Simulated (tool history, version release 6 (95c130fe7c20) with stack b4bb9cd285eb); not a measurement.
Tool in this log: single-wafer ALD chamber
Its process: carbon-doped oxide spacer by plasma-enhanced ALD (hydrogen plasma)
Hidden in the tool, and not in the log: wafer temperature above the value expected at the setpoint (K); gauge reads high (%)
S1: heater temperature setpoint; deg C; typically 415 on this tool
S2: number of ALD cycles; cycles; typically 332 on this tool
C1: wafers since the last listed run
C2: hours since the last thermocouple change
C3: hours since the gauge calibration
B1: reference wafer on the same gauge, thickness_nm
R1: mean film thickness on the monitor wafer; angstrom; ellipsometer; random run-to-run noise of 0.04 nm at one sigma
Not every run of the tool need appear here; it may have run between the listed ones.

run 1 hour=0.0 | S1=415 S2=282 | C1=0 C2=2144.1 C3=696.9 | B1=16.799 | R1=137.20
run 2 hour=39.9 | S1=415 S2=282 | C1=44 C2=2184.0 C3=736.8 | B1=16.789 | R1=137.72
run 3 hour=145.7 | S1=415 S2=332 | C1=118 C2=2289.8 C3=842.6 | B1=16.798 | R1=161.42
run 4 hour=219.7 | S1=415 S2=332 | C1=83 C2=2363.8 C3=916.6 | B1=16.789 | R1=161.40
run 5 hour=279.2 | S1=415 S2=332 | C1=66 C2=2423.3 C3=976.1 | B1=16.796 | R1=162.51
run 6 hour=357.3 | S1=415 S2=332 | C1=87 C2=2501.4 C3=1054.2 | B1=16.801 | R1=162.49
run 7 hour=442.0 | S1=415 S2=332 | C1=95 C2=2586.1 C3=1138.9 | B1=16.804 | R1=162.08
run 8 hour=491.8 | S1=415 S2=332 | C1=55 C2=2635.9 C3=1188.7 | B1=16.795 | R1=162.71
run 9 hour=533.3 | S1=415 S2=332 | C1=46 C2=2677.4 C3=1230.2 | B1=16.804 | R1=162.53
run 10 hour=747.4 | S1=415 S2=332 | C1=240 C2=2891.5 C3=1444.3 | B1=16.817 | R1=163.17
run 11 hour=796.3 | S1=405 S2=332 | C1=54 C2=2940.4 C3=1493.2 | B1=16.783 | R1=168.09
-- hour=815.2 gauge calibrated
-- hour=849.9 thermocouple changed; heater temperature recalibrated
run 12 hour=918.7 | S1=421 S2=288 | C1=128 C2=68.8 C3=103.5 | B1=16.795 | R1=136.10
run 13 hour=1026.3 | S1=415 S2=332 | C1=120 C2=176.4 C3=211.1 | B1=16.800 | R1=159.50
run 14 hour=1084.0 | S1=415 S2=390 | C1=64 C2=234.1 C3=268.8 | B1=16.811 | R1=188.00
run 15 hour=1147.4 | S1=404 S2=312 | C1=71 C2=297.5 C3=332.2 | B1=16.812 | R1=156.24
run 16 hour=1199.4 | S1=415 S2=332 | C1=58 C2=349.5 C3=384.2 | B1=16.811 | R1=160.39
run 17 hour=1279.2 | S1=420 S2=282 | C1=89 C2=429.3 C3=464.0 | B1=16.801 | R1=133.63
run 18 hour=1326.9 | S1=421 S2=276 | C1=53 C2=477.0 C3=511.7 | B1=16.810 | R1=130.93
run 19 hour=1430.8 | S1=401 S2=363 | C1=116 C2=580.9 C3=615.6 | B1=16.802 | R1=184.36
run 20 hour=1536.0 | S1=425 S2=378 | C1=118 C2=686.1 C3=720.8 | B1=16.786 | R1=176.95

4 ways to go on from here, each from the tool as it stands after run 20. What would each give?
run A hour=1536.9 | S1=415 S2=332 | C1=1 C2=687.0 C3=721.7 | B1=? | R1=?
run B hour=1536.9 | S1=410 S2=298 | C1=1 C2=687.0 C3=721.7 | B1=? | R1=?
run C hour=1536.9 | S1=409 S2=384 | C1=1 C2=687.0 C3=721.7 | B1=? | R1=?
run D hour=1536.9 | S1=421 S2=332 | C1=1 C2=687.0 C3=721.7 | B1=? | R1=?

run=A B1=16.793 R1=159.66
run=B B1=16.793 R1=145.82
run=C B1=16.793 R1=188.54
run=D B1=16.793 R1=156.31
Without the tool's unlogged condition, the same runs would have read:
run=A R1=159.45
run=B R1=145.63
run=C R1=188.30
run=D R1=156.10
